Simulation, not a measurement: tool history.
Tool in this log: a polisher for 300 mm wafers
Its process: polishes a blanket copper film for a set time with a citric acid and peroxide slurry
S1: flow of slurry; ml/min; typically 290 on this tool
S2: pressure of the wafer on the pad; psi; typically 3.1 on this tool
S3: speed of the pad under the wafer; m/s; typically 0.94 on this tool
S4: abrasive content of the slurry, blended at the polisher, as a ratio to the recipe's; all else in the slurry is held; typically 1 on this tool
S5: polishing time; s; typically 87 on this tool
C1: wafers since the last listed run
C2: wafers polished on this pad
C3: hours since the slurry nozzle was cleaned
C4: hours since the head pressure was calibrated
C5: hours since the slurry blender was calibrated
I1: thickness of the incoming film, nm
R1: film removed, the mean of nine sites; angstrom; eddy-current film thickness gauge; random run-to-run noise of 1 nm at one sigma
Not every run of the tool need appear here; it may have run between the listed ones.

run	hour	S1	S2	S3	S4	S5	C1	C2	C3	C4	C5	I1	R1
1	0	290	3.1	0.94	1	87	0	474	119.5	41.5	200.6	816.3	1556
2	41.2	290	3.1	0.94	1	87	327	801	160.7	82.7	241.8	796.1	1540
3	111.7	290	3.1	0.94	1	87	559	1361	231.2	153.2	312.3	794.4	1531
# hour 144: worn pad replaced by a new one
# hour 150.2: slurry blender recalibrated
4	157.6	290	3.1	0.94	1	87	316	91	277.1	199.1	7.4	805.4	1512
5	200.3	290	3.1	0.94	1	87	339	430	319.8	241.8	50.1	806.8	1505
6	259.4	290	3.1	0.94	1	87	469	900	378.9	300.9	109.2	799.4	1487
# hour 308.7: head pressure recalibrated
7	311.2	290	3.1	0.94	0.85	87	395	1295	430.7	2.5	161	804.1	1488
# hour 358.7: worn pad replaced by a new one
8	365.2	240	3.1	0.68	1	87	396	51	484.7	56.5	215	811.3	1109
9	428.1	375	2.6	0.94	1	87	499	550	547.6	119.4	277.9	798.5	1351
10	462.1	290	3.1	0.94	1	87	269	820	581.6	153.4	311.9	795.8	1528
# hour 516: slurry blender recalibrated
# hour 550.9: worn pad replaced by a new one
# hour 570.7: slurry nozzle cleaned
11	628.2	290	3.1	0.94	1	99	1263	605	57.5	319.5	112.2	813.4	1737
# hour 645.8: head pressure recalibrated
12	677.6	380	3.1	0.94	0.7	87	376	982	106.9	31.8	161.6	809.9	1390
13	731.8	290	3.1	0.82	1	106	430	1412	161.1	86	215.8	819	1650
# hour 753.8: worn pad replaced by a new one
14	770	385	2.3	0.94	0.75	116	271	128	199.3	124.2	254	812.4	1453
# hour 844.5: slurry blender recalibrated
# hour 925.2: worn pad replaced by a new one
15	944.2	340	2.7	0.94	1	87	1335	150	373.5	298.4	99.7	823.4	1364

What if the next run were any one of these 5? Each begins from the tool's condition after run 15:
A	944.6	290	3.1	0.94	1	87	3	154	373.9	298.8	100.1	817.5	?
B	944.6	320	3.7	0.7	1	96	3	154	373.9	298.8	100.1	817.5	?
C	944.6	290	2.7	0.94	1	87	3	154	373.9	298.8	100.1	817.5	?
D	944.6	290	3.1	0.94	1.25	72	3	154	373.9	298.8	100.1	817.5	?
E	944.6	290	3.1	0.68	0.8	72	3	154	373.9	298.8	100.1	817.5	?

run	R1
A	1506
B	1467
C	1340
D	1341
E	840
With the hidden condition removed and each run's random variation left untouched, the same runs would have given:
run	R1
A	1559
B	1518
C	1387
D	1388
E	869
